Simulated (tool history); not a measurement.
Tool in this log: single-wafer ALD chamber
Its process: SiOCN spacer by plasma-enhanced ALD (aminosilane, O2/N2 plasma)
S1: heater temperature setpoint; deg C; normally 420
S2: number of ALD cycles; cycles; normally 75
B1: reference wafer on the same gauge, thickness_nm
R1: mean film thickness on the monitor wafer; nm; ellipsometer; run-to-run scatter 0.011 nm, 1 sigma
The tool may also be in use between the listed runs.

Run 1, hour 0: usual settings; B1 4.919. Result: R1 4.211 nm.
Run 2, hour 7: usual settings but S2 82 cycles; B1 4.921. Result: R1 4.593 nm.
Run 3, hour 13.2: usual settings; B1 4.918. Result: R1 4.203 nm.
Run 4, hour 25.1: usual settings; B1 4.92. Result: R1 4.197 nm.
Run 5, hour 32.3: usual settings; B1 4.92. Result: R1 4.186 nm.
Run 6, hour 39.8: usual settings; B1 4.919. Result: R1 4.202 nm.
Run 7, hour 46.1: usual settings; B1 4.917. Result: R1 4.208 nm.
Run 8, hour 78.7: usual settings; B1 4.922. Result: R1 4.208 nm.
At hour 91.1: thermocouple changed; heater temperature recalibrated.
Run 9, hour 91.6: usual settings but S1 431 deg C; B1 4.919. Result: R1 4.014 nm.
Run 10, hour 96.8: usual settings but S1 435 deg C, S2 71 cycles; B1 4.919. Result: R1 3.754 nm.
Run 11, hour 105.6: usual settings but S2 81 cycles; B1 4.918. Result: R1 4.54 nm.
Run 12, hour 118.2: usual settings but S2 89 cycles; B1 4.922. Result: R1 4.983 nm.
Run 13, hour 129.9: usual settings but S1 406 deg C; B1 4.917. Result: R1 4.425 nm.
At hour 134.6: gauge calibrated.
Run 14, hour 146.5: usual settings but S2 71 cycles; B1 4.919. Result: R1 3.984 nm.
Run 15, hour 163.8: usual settings but S2 81 cycles; B1 4.923. Result: R1 4.542 nm.
Run 16, hour 179.6: usual settings but S1 411 deg C, S2 89 cycles; B1 4.921. Result: R1 5.129 nm.
Run 17, hour 193.3: usual settings but S1 406 deg C; B1 4.92. Result: R1 4.428 nm.
Run 18, hour 199.6: usual settings but S1 411 deg C, S2 89 cycles; B1 4.921. Result: R1 5.136 nm.

The tool's hidden state at each run:
wafer temperature above the value expected at the setpoint (K): 0 at every run
gauge reads high (%): 0 at every run
